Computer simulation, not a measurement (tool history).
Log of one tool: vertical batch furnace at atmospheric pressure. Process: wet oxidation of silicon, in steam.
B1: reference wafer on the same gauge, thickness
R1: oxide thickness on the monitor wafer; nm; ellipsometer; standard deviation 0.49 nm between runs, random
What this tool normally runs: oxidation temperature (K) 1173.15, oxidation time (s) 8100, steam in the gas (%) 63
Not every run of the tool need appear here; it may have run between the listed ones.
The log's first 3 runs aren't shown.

{"run": 4, "hour": 236.2, "oxidation temperature (K)": 1173.15, "oxidation time (s)": 8100, "steam in the gas (%)": 63, "B1": 229.9, "R1": 213.79}
{"run": 5, "hour": 311.3, "oxidation temperature (K)": 1173.15, "oxidation time (s)": 8100, "steam in the gas (%)": 63, "B1": 230.21, "R1": 214.58}
{"run": 6, "hour": 418.6, "oxidation temperature (K)": 1173.15, "oxidation time (s)": 8100, "steam in the gas (%)": 66, "B1": 230.23, "R1": 223.0}
{"run": 7, "hour": 473.8, "oxidation temperature (K)": 1173.15, "oxidation time (s)": 8100, "steam in the gas (%)": 66, "B1": 230.16, "R1": 223.5}
{"run": 8, "hour": 573.6, "oxidation temperature (K)": 1173.15, "oxidation time (s)": 11310, "steam in the gas (%)": 63, "B1": 229.82, "R1": 284.16}
{"run": 9, "hour": 662.3, "oxidation temperature (K)": 1173.15, "oxidation time (s)": 8100, "steam in the gas (%)": 63, "B1": 230.15, "R1": 215.58}
{"run": 10, "hour": 739.5, "oxidation temperature (K)": 1173.15, "oxidation time (s)": 8100, "steam in the gas (%)": 63, "B1": 230.35, "R1": 216.26}
{"run": 11, "hour": 790.6, "oxidation temperature (K)": 1173.15, "oxidation time (s)": 8100, "steam in the gas (%)": 63, "B1": 230.27, "R1": 216.38}
{"run": 12, "hour": 834.6, "oxidation temperature (K)": 1173.15, "oxidation time (s)": 8100, "steam in the gas (%)": 63, "B1": 229.82, "R1": 215.84}
{"run": 13, "hour": 898.1, "oxidation temperature (K)": 1173.15, "oxidation time (s)": 8100, "steam in the gas (%)": 63, "B1": 230.07, "R1": 217.09}
{"run": 14, "hour": 958.4, "oxidation temperature (K)": 1173.15, "oxidation time (s)": 8100, "steam in the gas (%)": 63, "B1": 229.94, "R1": 215.96}
{"hour": 995.5, "done": "gauge calibrated"}
{"run": 15, "hour": 1011.1, "oxidation temperature (K)": 1173.15, "oxidation time (s)": 9360, "steam in the gas (%)": 63, "B1": 230.04, "R1": 244.9}
{"hour": 1044.6, "done": "thermocouples replaced and temperature profile calibrated"}
{"run": 16, "hour": 1104.9, "oxidation temperature (K)": 1173.15, "oxidation time (s)": 9360, "steam in the gas (%)": 63, "B1": 229.88, "R1": 237.25}
{"run": 17, "hour": 1164.3, "oxidation temperature (K)": 1173.15, "oxidation time (s)": 8100, "steam in the gas (%)": 63, "B1": 229.78, "R1": 209.82}
{"hour": 1205.1, "done": "steam generator serviced"}
{"run": 18, "hour": 1240.8, "oxidation temperature (K)": 1173.15, "oxidation time (s)": 8100, "steam in the gas (%)": 63, "B1": 229.96, "R1": 210.2}
{"run": 19, "hour": 1279.0, "oxidation temperature (K)": 1173.15, "oxidation time (s)": 8100, "steam in the gas (%)": 51, "B1": 229.99, "R1": 175.31}
{"run": 20, "hour": 1341.3, "oxidation temperature (K)": 1173.15, "oxidation time (s)": 8100, "steam in the gas (%)": 63, "B1": 229.87, "R1": 209.77}
{"run": 21, "hour": 1391.0, "oxidation temperature (K)": 1173.15, "oxidation time (s)": 8100, "steam in the gas (%)": 63, "B1": 230.24, "R1": 210.23}

Forecast run 22:
{"run": 22, "hour": 1460.2, "oxidation temperature (K)": 1173.15, "oxidation time (s)": 10320, "steam in the gas (%)": 66, "B1": "?", "R1": "?"}

Run 22 measured B1 229.96, R1 267.48 nm.
Were there no unlogged condition in the tool, this run, its random variation unchanged, would have produced R1 266.85 nm.
